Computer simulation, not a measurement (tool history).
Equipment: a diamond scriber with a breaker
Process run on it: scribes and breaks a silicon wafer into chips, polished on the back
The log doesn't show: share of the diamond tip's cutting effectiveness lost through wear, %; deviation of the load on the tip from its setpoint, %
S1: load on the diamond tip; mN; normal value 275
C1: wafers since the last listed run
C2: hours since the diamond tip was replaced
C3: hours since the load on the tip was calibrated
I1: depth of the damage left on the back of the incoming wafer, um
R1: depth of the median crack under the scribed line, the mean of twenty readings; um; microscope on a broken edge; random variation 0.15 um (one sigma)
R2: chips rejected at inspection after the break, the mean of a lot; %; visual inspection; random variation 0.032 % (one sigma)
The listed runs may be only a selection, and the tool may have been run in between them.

Run 1, hour 0.0: usual settings but S1 242 mN; C1 0; C2 329.9; C3 1331.4; I1 0.04. Result: R1 9.48 um, R2 1.87 %.
At hour 27.6: diamond tip replaced by a new one.
Run 2, hour 31.9: usual settings but S1 242 mN; C1 64; C2 4.3; C3 1363.3; I1 0.05. Result: R1 9.72 um, R2 1.92 %.
Run 3, hour 44.2: usual settings but S1 242 mN; C1 26; C2 16.6; C3 1375.6; I1 0.02. Result: R1 9.44 um, R2 1.89 %.
Run 4, hour 55.8: usual settings but S1 333 mN; C1 24; C2 28.2; C3 1387.2; I1 0.02. Result: R1 12.27 um, R2 3.03 %.
Run 5, hour 61.9: usual settings but S1 333 mN; C1 13; C2 34.3; C3 1393.3; I1 0.04. Result: R1 12.33 um, R2 3.16 %.
Run 6, hour 68.6: usual settings; C1 14; C2 41.0; C3 1400.0; I1 0.03. Result: R1 10.73 um, R2 0.73 %.
Run 7, hour 80.9: usual settings; C1 26; C2 53.3; C3 1412.3; I1 0.04. Result: R1 10.87 um, R2 0.80 %.
Run 8, hour 89.7: usual settings; C1 18; C2 62.1; C3 1421.1; I1 0.02. Result: R1 10.94 um, R2 0.73 %.
Run 9, hour 117.4: usual settings; C1 59; C2 89.8; C3 1448.8; I1 0.03. Result: R1 10.75 um, R2 0.76 %.
Run 10, hour 128.6: usual settings; C1 24; C2 101.0; C3 1460.0; I1 0.05. Result: R1 10.57 um, R2 0.68 %.
Run 11, hour 141.0: usual settings; C1 26; C2 113.4; C3 1472.4; I1 0.03. Result: R1 10.97 um, R2 0.76 %.
Run 12, hour 158.1: usual settings; C1 36; C2 130.5; C3 1489.5; I1 0.04. Result: R1 10.86 um, R2 0.79 %.
Run 13, hour 207.6: usual settings; C1 106; C2 180.0; C3 1539.0; I1 0.03. Result: R1 10.82 um, R2 0.77 %.
Run 14, hour 216.0: usual settings; C1 18; C2 188.4; C3 1547.4; I1 0.01. Result: R1 10.67 um, R2 0.71 %.
Run 15, hour 224.1: usual settings; C1 17; C2 196.5; C3 1555.5; I1 0.04. Result: R1 10.83 um, R2 0.77 %.
Run 16, hour 238.9: usual settings but S1 313 mN; C1 31; C2 211.3; C3 1570.3; I1 0.03. Result: R1 11.90 um, R2 1.84 %.
Run 17, hour 256.6: usual settings but S1 313 mN; C1 38; C2 229.0; C3 1588.0; I1 0.02. Result: R1 11.92 um, R2 1.88 %.
Run 18, hour 268.9: usual settings but S1 313 mN; C1 26; C2 241.3; C3 1600.3; I1 0.03. Result: R1 11.85 um, R2 1.89 %.
Run 19, hour 285.5: usual settings but S1 195 mN; C1 35; C2 257.9; C3 1616.9; I1 0.01. Result: R1 8.38 um, R2 9.40 %.
Run 20, hour 298.5: usual settings but S1 215 mN; C1 27; C2 270.9; C3 1629.9; I1 0.01. Result: R1 8.79 um, R2 5.22 %.
Run 21, hour 309.4: usual settings but S1 246 mN; C1 23; C2 281.8; C3 1640.8; I1 0.02. Result: R1 9.90 um, R2 1.45 %.
Run 22, hour 325.1: usual settings but S1 309 mN; C1 33; C2 297.5; C3 1656.5; I1 0.03. Result: R1 11.58 um, R2 1.70 %.
Run 23, hour 340.8: usual settings; C1 33; C2 313.2; C3 1672.2; I1 0.03. Result: R1 10.61 um, R2 0.73 %.
Run 24, hour 356.1: usual settings but S1 343 mN; C1 32; C2 328.5; C3 1687.5; I1 0.03. Result: R1 12.68 um, R2 3.98 %.
Run 25, hour 370.4: usual settings but S1 351 mN; C1 30; C2 342.8; C3 1701.8; I1 0.01. Result: R1 12.81 um, R2 4.44 %.
Run 26, hour 383.4: usual settings but S1 313 mN; C1 27; C2 355.8; C3 1714.8; I1 0.02. Result: R1 11.57 um, R2 1.95 %.
Run 27, hour 391.5: usual settings but S1 242 mN; C1 17; C2 363.9; C3 1722.9; I1 0.04. Result: R1 9.59 um, R2 1.76 %.
At hour 394.8: diamond tip replaced by a new one.
Run 28, hour 439.7: usual settings but S1 320 mN; C1 99; C2 44.9; C3 1771.1; I1 0.01. Result: R1 12.23 um, R2 2.30 %.
Run 29, hour 452.2: usual settings but S1 225 mN; C1 26; C2 57.4; C3 1783.6; I1 0.01. Result: R1 9.10 um, R2 3.74 %.
Run 30, hour 458.3: usual settings but S1 235 mN; C1 13; C2 63.5; C3 1789.7; I1 0.01. Result: R1 9.65 um, R2 2.44 %.
At hour 501.0: load on the tip recalibrated.
Run 31, hour 506.2: usual settings but S1 247 mN; C1 98; C2 111.4; C3 5.2; I1 0.04. Result: R1 9.84 um, R2 1.50 %.
Run 32, hour 521.0: usual settings but S1 206 mN; C1 31; C2 126.2; C3 20.0; I1 0.04. Result: R1 8.43 um, R2 6.45 %.
Run 33, hour 532.3: usual settings but S1 241 mN; C1 24; C2 137.5; C3 31.3; I1 0.04. Result: R1 9.52 um, R2 1.95 %.
Run 34, hour 559.0: usual settings; C1 57; C2 164.2; C3 58.0; I1 0.01. Result: R1 10.73 um, R2 0.75 %.
Run 35, hour 575.0: usual settings but S1 220 mN; C1 34; C2 180.2; C3 74.0; I1 0.04. Result: R1 9.09 um, R2 4.11 %.
Run 36, hour 590.9: usual settings but S1 337 mN; C1 34; C2 196.1; C3 89.9; I1 0.03. Result: R1 12.34 um, R2 3.51 %.
Run 37, hour 607.9: usual settings but S1 223 mN; C1 36; C2 213.1; C3 106.9; I1 0.02. Result: R1 9.07 um, R2 4.09 %.
Run 38, hour 623.7: usual settings but S1 337 mN; C1 34; C2 228.9; C3 122.7; I1 0.05. Result: R1 12.17 um, R2 3.48 %.
Run 39, hour 631.2: usual settings; C1 16; C2 236.4; C3 130.2; I1 0.04. Result: R1 10.84 um, R2 0.75 %.
Run 40, hour 645.5: usual settings but S1 251 mN; C1 30; C2 250.7; C3 144.5; I1 0.03. Result: R1 9.96 um, R2 1.33 %.
Run 41, hour 659.7: usual settings but S1 321 mN; C1 30; C2 264.9; C3 158.7; I1 0.03. Result: R1 12.09 um, R2 2.35 %.

Exercise: give the hidden state of the tool at every run:
share of the diamond tip's cutting effectiveness lost through wear, %: 0 in every run
deviation of the load on the tip from its setpoint, %: 0 in every run

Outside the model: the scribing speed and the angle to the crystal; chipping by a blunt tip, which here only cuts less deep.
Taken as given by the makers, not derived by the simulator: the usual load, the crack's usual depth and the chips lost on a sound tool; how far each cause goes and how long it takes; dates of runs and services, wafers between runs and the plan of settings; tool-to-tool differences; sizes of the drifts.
